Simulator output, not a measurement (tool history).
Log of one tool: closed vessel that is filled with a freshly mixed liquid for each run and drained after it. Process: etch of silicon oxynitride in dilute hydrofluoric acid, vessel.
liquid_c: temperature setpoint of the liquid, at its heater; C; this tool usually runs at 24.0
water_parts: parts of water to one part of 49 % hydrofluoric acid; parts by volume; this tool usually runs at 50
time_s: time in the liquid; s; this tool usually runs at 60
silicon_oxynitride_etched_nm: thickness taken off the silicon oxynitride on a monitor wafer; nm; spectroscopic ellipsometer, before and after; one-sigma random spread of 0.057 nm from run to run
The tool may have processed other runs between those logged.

run,hour,liquid_c,water_parts,time_s,"read-back film thickness of the silicon oxynitride reference wafer, read on the same gauge (nm)",silicon_oxynitride_etched_nm
1,0.0,24.0,50,60,139.98,5.92
2,30.0,21.5,50,75,140.02,6.64
3,45.6,21.5,50,75,140.01,6.76
4,80.1,21.5,50,75,140.03,6.59
5,115.9,27.0,50,60,140.00,7.09
6,132.1,27.0,50,60,140.00,6.92
7,166.7,24.0,50,60,139.99,6.09
8,196.9,24.0,50,60,140.03,6.02
9,221.2,24.0,50,60,140.02,5.99
10,243.8,24.0,70,60,139.93,4.29
11,265.4,24.0,70,60,140.00,4.27
12,287.1,24.0,50,60,140.02,5.99
13,301.5,24.0,50,60,140.00,6.05
14,323.9,24.0,50,60,139.99,6.10
15,338.6,25.5,50,60,140.01,6.40
16,366.3,24.0,50,75,140.02,7.46
17,392.4,24.0,50,60,139.97,5.99
18,419.6,21.5,30,30,139.99,4.55
19,432.6,20.5,50,30,139.97,2.53
20,464.0,27.0,50,60,140.01,6.88
21,492.6,19.5,50,60,140.00,4.84
22,510.1,21.0,75,80,140.03,4.62
23,531.1,24.0,50,60,140.03,5.95
24,549.0,24.0,50,95,140.05,9.64
25,567.6,27.5,75,80,140.00,6.30
26,582.8,28.5,50,75,140.04,9.47
27,611.7,21.0,50,60,140.02,5.16
28,628.6,24.0,50,60,140.01,6.03
29,646.5,19.5,50,60,139.93,4.79
30,659.1,27.0,30,90,140.01,17.75
31,680.7,24.0,50,60,140.03,6.10
32,706.0,19.0,65,60,139.97,3.58
33,736.9,24.0,50,40,140.01,4.02

Taken out of this log: 3 entries between the listed runs. Where each belongs, and how the hidden state differs across it:
In the gap between runs 11 and 12: thermometer replaced (hour 272.6)
  no difference in the tool's unlogged condition between these two runs
In the gap between runs 16 and 17: gauge calibrated (hour 368.6)
  no difference in the tool's unlogged condition between these two runs
In the gap between runs 24 and 25: hydrofluoric acid flow meter replaced (hour 562.6)
  no difference in the tool's unlogged condition between these two runs
